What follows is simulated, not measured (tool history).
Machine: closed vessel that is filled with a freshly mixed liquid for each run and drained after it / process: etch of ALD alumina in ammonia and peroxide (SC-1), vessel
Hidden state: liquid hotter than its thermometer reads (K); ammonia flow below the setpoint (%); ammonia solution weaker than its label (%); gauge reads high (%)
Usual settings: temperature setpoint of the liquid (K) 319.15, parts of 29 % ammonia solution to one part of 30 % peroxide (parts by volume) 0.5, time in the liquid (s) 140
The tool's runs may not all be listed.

run   hour  temperature setpoint of the liquid (K)  parts of 29 % ammonia solution to one part of 30 % peroxide (parts by volume)  time in the liquid (s)  wafers since the last listed run  hours since the thermometer was replaced  hours since the ammonia flow meter was replaced  hours since the drum of ammonia solution was connected  hours since the gauge calibration  read-back film thickness of the ALD alumina reference wafer, read on the same gauge (nm)  thickness taken off the ALD alumina on a monitor wafer (nm)
  1      0                                  319.15                                                                            0.5                     140                                 0                                      2507                                              742                                                   932.9                               93.1                                                                                   100.023                                                        4.737
  2   17.2                                  319.15                                                                            0.5                     140                              1572                                    2524.2                                            759.2                                                   950.1                              110.3                                                                                   100.033                                                        4.736
  3   32.1                                  319.15                                                                            0.5                     140                              1361                                    2539.1                                            774.1                                                     965                              125.2                                                                                    99.995                                                         4.75
  4   48.1                                  319.15                                                                            0.5                     140                              1462                                    2555.1                                            790.1                                                     981                              141.2                                                                                       100                                                        4.748
  5   60.6                                  319.15                                                                            0.5                     140                              1142                                    2567.6                                            802.6                                                   993.5                              153.7                                                                                   100.013                                                        4.736
      63.9  -- ammonia flow meter replaced
  6   70.2                                  319.15                                                                            0.5                     140                               786                                    2577.2                                              6.3                                                  1003.1                              163.3                                                                                   100.001                                                         4.77
      72.7  -- new drum of ammonia solution connected
  7   81.9                                  319.15                                                                            0.4                     140                               977                                    2588.9                                               18                                                     9.2                                175                                                                                    99.995                                                         4.62
  8     91                                  319.15                                                                            0.5                     140                               831                                      2598                                             27.1                                                    18.3                              184.1                                                                                   100.006                                                        4.761
      95.7  -- gauge calibrated
     105.6  -- thermometer replaced
  9  108.8                                  314.65                                                                            0.5                      75                              1535                                       3.2                                             44.9                                                    36.1                               13.1                                                                                    99.983                                                         1.96
 10    123                                  319.15                                                                            0.5                     140                              1297                                      17.4                                             59.1                                                    50.3                               27.3                                                                                    99.985                                                        4.742
 11  131.4                                  315.15                                                                           0.25                     180                               767                                      25.8                                             67.5                                                    58.7                               35.7                                                                                   100.016                                                        4.492
 12  144.6                                  327.15                                                                            0.5                     140                              1206                                        39                                             80.7                                                    71.9                               48.9                                                                                   100.009                                                        7.292
 13  151.2                                  319.15                                                                            0.7                      95                               603                                      45.6                                             87.3                                                    78.5                               55.5                                                                                    99.956                                                         3.35
 14  159.6                                  327.15                                                                            0.5                     140                               767                                        54                                             95.7                                                    86.9                               63.9                                                                                    99.989                                                        7.347
 15  168.3                                  322.65                                                                            0.4                      65                               795                                      62.7                                            104.4                                                    95.6                               72.6                                                                                    99.992                                                        2.594

Exercise: give the hidden state of the tool at every run:
liquid hotter than its thermometer reads (K): 0, the same for each run
ammonia flow below the setpoint (%): 0, the same for each run
ammonia solution weaker than its label (%): 0, the same for each run
gauge reads high (%): 0, the same for each run
